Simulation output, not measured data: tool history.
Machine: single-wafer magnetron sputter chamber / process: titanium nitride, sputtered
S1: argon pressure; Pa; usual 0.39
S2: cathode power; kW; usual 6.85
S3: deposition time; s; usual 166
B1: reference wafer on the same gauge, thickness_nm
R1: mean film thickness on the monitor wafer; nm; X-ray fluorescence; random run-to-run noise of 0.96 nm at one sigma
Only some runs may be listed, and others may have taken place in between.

run,hour,S1,S2,S3,B1,R1
1,0,0.39,6.85,183,196.32,237.844
2,52.7,0.39,6.85,183,196.428,234.733
3,100.8,0.39,7.55,175,196.229,240.967
4,171.2,0.39,7.55,175,196.05,241.391
# hour 207.2: sputter target and shields replaced
5,229.8,0.39,7.55,175,194.949,240.554
6,264.1,0.39,6.85,166,194.78,212.544
7,457.6,0.39,6.85,166,194.248,211.198
# hour 609.4: magnet pack replaced
8,659.9,0.39,6.2,166,192.845,196.483
9,692.5,0.39,6.85,166,192.657,210.4
10,755.7,0.39,6.85,166,192.306,209.5
11,809.7,0.39,6.85,166,191.468,210.129
# hour 825.5: sputter target and shields replaced
12,837.5,0.468,6.85,166,191.732,203.357
13,886.9,0.468,6.85,166,190.961,202.797
# hour 935.4: capacitance manometer re-zeroed and calibrated
14,945.7,0.509,5.65,166,190.7,173.368
# hour 964.1: gauge calibrated
15,972,0.477,6.85,183,198.084,229.983
16,1038.6,0.524,6.1,146,198.121,165.029
17,1108.3,0.295,6.05,137,197.691,168.861
18,1155.3,0.39,6.85,166,198.499,215.444
19,1192.6,0.344,6.85,184,198.084,243.343
20,1253.7,0.39,8.5,196,198.126,301.52
21,1278,0.39,6.85,142,198.146,182.604
22,1327,0.497,8.4,175,197.616,252.054
# hour 1360.7: sputter target and shields replaced
23,1361.7,0.39,6.85,183,197.705,238.536
24,1392.6,0.39,6.85,190,197.178,247.499
25,1438.3,0.39,7.85,156,196.982,223.562
26,1487,0.234,6.1,183,197.279,234.014

Measured minus without-hidden-state, run by run (identical run-to-run variation in each term; gauge scatter may differ):
Unlogged tool condition in this case: deposition rate above that of a new target (%); true argon pressure above the setpoint (%); gauge reads high (%).
run,R1
1,-2.998
2,-3.198
3,-3.525
4,-3.917
5,-4.252
6,-3.95
7,-5.148
8,-6.242
9,-6.963
10,-7.491
11,-8.017
12,-8.017
13,-8.468
14,-7.74
15,-1.128
16,-0.823
17,-0.881
18,-1.175
19,-1.384
20,-1.857
21,-1.165
22,-1.734
23,-1.735
24,-1.895
25,-1.85
26,-2.108

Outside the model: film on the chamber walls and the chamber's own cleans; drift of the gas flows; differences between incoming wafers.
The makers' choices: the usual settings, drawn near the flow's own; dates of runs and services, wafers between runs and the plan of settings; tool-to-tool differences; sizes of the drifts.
